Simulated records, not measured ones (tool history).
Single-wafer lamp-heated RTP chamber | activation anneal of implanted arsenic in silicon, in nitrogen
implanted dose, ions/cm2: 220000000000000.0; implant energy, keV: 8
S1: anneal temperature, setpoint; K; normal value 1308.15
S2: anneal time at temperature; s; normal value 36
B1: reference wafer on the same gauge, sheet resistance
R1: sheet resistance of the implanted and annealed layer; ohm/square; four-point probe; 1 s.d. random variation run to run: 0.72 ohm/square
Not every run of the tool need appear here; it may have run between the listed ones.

run 1 hour=0 | S1=1308.15 S2=36 | B1=442.96 | R1=387.91
run 2 hour=13.3 | S1=1308.15 S2=36 | B1=443.05 | R1=386.52
run 3 hour=34.6 | S1=1308.15 S2=22 | B1=442.96 | R1=395.7
run 4 hour=62.9 | S1=1308.15 S2=22 | B1=443.2 | R1=396.17
run 5 hour=79 | S1=1308.15 S2=22 | B1=442.98 | R1=395.39
run 6 hour=96.9 | S1=1308.15 S2=36 | B1=443.24 | R1=386.66
run 7 hour=120.6 | S1=1288.15 S2=36 | B1=442.97 | R1=394.78
run 8 hour=133.6 | S1=1288.15 S2=36 | B1=443.05 | R1=394.68
-- hour=163.8 reflector plate cleaned
run 9 hour=164.3 | S1=1308.15 S2=36 | B1=443.12 | R1=385.56
-- hour=192 gauge calibrated
run 10 hour=213.9 | S1=1308.15 S2=22 | B1=442.91 | R1=394.3
run 11 hour=247 | S1=1280.15 S2=44 | B1=443.32 | R1=392.76
run 12 hour=277.3 | S1=1308.15 S2=46 | B1=443.07 | R1=380.48
-- hour=299.5 pyrometer window cleaned and pyrometer calibrated
run 13 hour=300 | S1=1297.15 S2=36 | B1=443.04 | R1=395.24
run 14 hour=313 | S1=1337.15 S2=15 | B1=443.09 | R1=395.17
run 15 hour=341.6 | S1=1335.15 S2=16 | B1=442.95 | R1=394.66
run 16 hour=368 | S1=1308.15 S2=43 | B1=443.31 | R1=387.29
run 17 hour=385.9 | S1=1308.15 S2=36 | B1=443 | R1=388.75
run 18 hour=433.6 | S1=1284.15 S2=17 | B1=442.82 | R1=408.97
run 19 hour=448.7 | S1=1282.15 S2=19 | B1=443 | R1=409.91

Branching from run 19: 5 alternative next runs. What would each branch give?
run A hour=449.1 | S1=1308.15 S2=36 | B1=? | R1=?
run B hour=449.1 | S1=1338.15 S2=16 | B1=? | R1=?
run C hour=449.1 | S1=1308.15 S2=49 | B1=? | R1=?
run D hour=449.1 | S1=1282.15 S2=36 | B1=? | R1=?
run E hour=449.1 | S1=1337.15 S2=16 | B1=? | R1=?

run=A B1=442.82 R1=388.6
run=B B1=442.82 R1=391.06
run=C B1=442.82 R1=382.51
run=D B1=442.82 R1=399.16
run=E B1=442.82 R1=391.46
With the hidden condition removed and each run's random variation left untouched, the same runs would have given:
run=A R1=391.34
run=B R1=393.61
run=C R1=385.49
run=D R1=401.64
run=E R1=394

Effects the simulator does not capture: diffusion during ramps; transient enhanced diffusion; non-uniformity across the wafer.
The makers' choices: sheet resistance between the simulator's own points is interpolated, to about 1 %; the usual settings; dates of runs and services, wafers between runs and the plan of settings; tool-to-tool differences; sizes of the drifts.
